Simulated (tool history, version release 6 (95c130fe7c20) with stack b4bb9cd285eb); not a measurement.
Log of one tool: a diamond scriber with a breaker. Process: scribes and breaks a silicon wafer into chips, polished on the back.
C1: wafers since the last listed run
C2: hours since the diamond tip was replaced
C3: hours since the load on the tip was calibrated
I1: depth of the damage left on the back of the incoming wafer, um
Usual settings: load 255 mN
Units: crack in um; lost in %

Run 1, day 0.000: usual settings; C1 0; C2 548.5; C3 454.1; I1 0.01. Result: crack 9.17 um, lost 0.86 %.
Run 2, day 1.079: usual settings; C1 57; C2 574.4; C3 480.0; I1 0.02. Result: crack 9.24 um, lost 0.96 %.
Run 3, day 2.454: usual settings; C1 72; C2 607.4; C3 513.0; I1 0.02. Result: crack 9.12 um, lost 0.86 %.
Run 4, day 2.971: usual settings but load 288 mN; C1 27; C2 619.8; C3 525.4; I1 0.05. Result: crack 10.06 um, lost 2.84 %.
Run 5, day 3.683: usual settings; C1 37; C2 636.9; C3 542.5; I1 0.04. Result: crack 8.91 um, lost 1.00 %.
Run 6, day 4.858: usual settings; C1 62; C2 665.1; C3 570.7; I1 0.02. Result: crack 9.48 um, lost 0.89 %.
Run 7, day 5.871: usual settings but load 209 mN; C1 53; C2 689.4; C3 595.0; I1 0.04. Result: crack 7.99 um, lost 0.93 %.
Run 8, day 6.492: usual settings but load 209 mN; C1 32; C2 704.3; C3 609.9; I1 0.03. Result: crack 8.29 um, lost 0.78 %.
Run 9, day 7.188: usual settings; C1 36; C2 721.0; C3 626.6; I1 0.01. Result: crack 9.48 um, lost 1.19 %.
Run 10, day 8.358: usual settings; C1 61; C2 749.1; C3 654.7; I1 0.04. Result: crack 9.76 um, lost 1.22 %.
Run 11, day 9.250: usual settings; C1 47; C2 770.5; C3 676.1; I1 0.05. Result: crack 9.45 um, lost 1.17 %.
Run 12, day 10.571: usual settings; C1 69; C2 802.2; C3 707.8; I1 0.03. Result: crack 9.67 um, lost 1.13 %.
Run 13, day 11.571: usual settings but load 286 mN; C1 52; C2 826.2; C3 731.8; I1 0.03. Result: crack 10.13 um, lost 3.21 %.
At day 12.046: diamond tip replaced by a new one.
Run 14, day 12.429: usual settings but load 286 mN; C1 41; C2 9.2; C3 752.4; I1 0.01. Result: crack 10.33 um, lost 3.35 %.
Run 15, day 13.733: usual settings but load 329 mN; C1 69; C2 40.5; C3 783.7; I1 0.05. Result: crack 10.87 um, lost 7.77 %.
Run 16, day 14.288: usual settings but load 275 mN; C1 29; C2 53.8; C3 797.0; I1 0.03. Result: crack 10.10 um, lost 2.90 %.
Run 17, day 14.812: usual settings; C1 27; C2 66.4; C3 809.6; I1 0.04. Result: crack 9.29 um, lost 1.62 %.
Run 18, day 15.471: usual settings but load 212 mN; C1 34; C2 82.2; C3 825.4; I1 0.05. Result: crack 8.26 um, lost 0.56 %.
Run 19, day 16.458: usual settings but load 287 mN; C1 52; C2 105.9; C3 849.1; I1 0.01. Result: crack 10.58 um, lost 3.68 %.
Run 20, day 17.567: usual settings; C1 58; C2 132.5; C3 875.7; I1 0.04. Result: crack 9.16 um, lost 1.65 %.
At day 17.904: load on the tip recalibrated.
Run 21, day 18.367: usual settings but load 317 mN; C1 37; C2 151.7; C3 11.1; I1 0.02. Result: crack 9.81 um, lost 3.08 %.
Run 22, day 20.462: usual settings but load 214 mN; C1 110; C2 202.0; C3 61.4; I1 0.05. Result: crack 7.62 um, lost 1.78 %.
Run 23, day 21.338: usual settings; C1 46; C2 223.0; C3 82.4; I1 0.04. Result: crack 8.40 um, lost 0.54 %.
Run 24, day 22.021: usual settings but load 282 mN; C1 36; C2 239.4; C3 98.8; I1 0.03. Result: crack 9.26 um, lost 1.15 %.
Run 25, day 22.850: usual settings; C1 43; C2 259.3; C3 118.7; I1 0.05. Result: crack 8.66 um, lost 0.53 %.
Run 26, day 24.104: usual settings but load 330 mN; C1 66; C2 289.4; C3 148.8; I1 0.04. Result: crack 10.18 um, lost 3.71 %.
Run 27, day 25.233: usual settings but load 206 mN; C1 59; C2 316.5; C3 175.9; I1 0.05. Result: crack 7.37 um, lost 2.30 %.
Run 28, day 25.850: usual settings but load 323 mN; C1 32; C2 331.3; C3 190.7; I1 0.04. Result: crack 10.37 um, lost 4.00 %.

Forecast each of these 3 alternatives for the next run:
Run A, day 25.875: usual settings; C1 1; C2 331.9; C3 191.3; I1 0.04. Result: crack ?, lost ?.
Run B, day 25.875: usual settings but load 184 mN; C1 1; C2 331.9; C3 191.3; I1 0.04. Result: crack ?, lost ?.
Run C, day 25.875: usual settings but load 223 mN; C1 1; C2 331.9; C3 191.3; I1 0.04. Result: crack ?, lost ?.

run  crack  lost
  A   8.83  0.61
  B   7.06  5.07
  C   8.05  1.10
Without the tool's hidden state the same runs would have given:
run  crack  lost
  A   8.64  0.56
  B   6.90  6.08
  C   7.88  1.50

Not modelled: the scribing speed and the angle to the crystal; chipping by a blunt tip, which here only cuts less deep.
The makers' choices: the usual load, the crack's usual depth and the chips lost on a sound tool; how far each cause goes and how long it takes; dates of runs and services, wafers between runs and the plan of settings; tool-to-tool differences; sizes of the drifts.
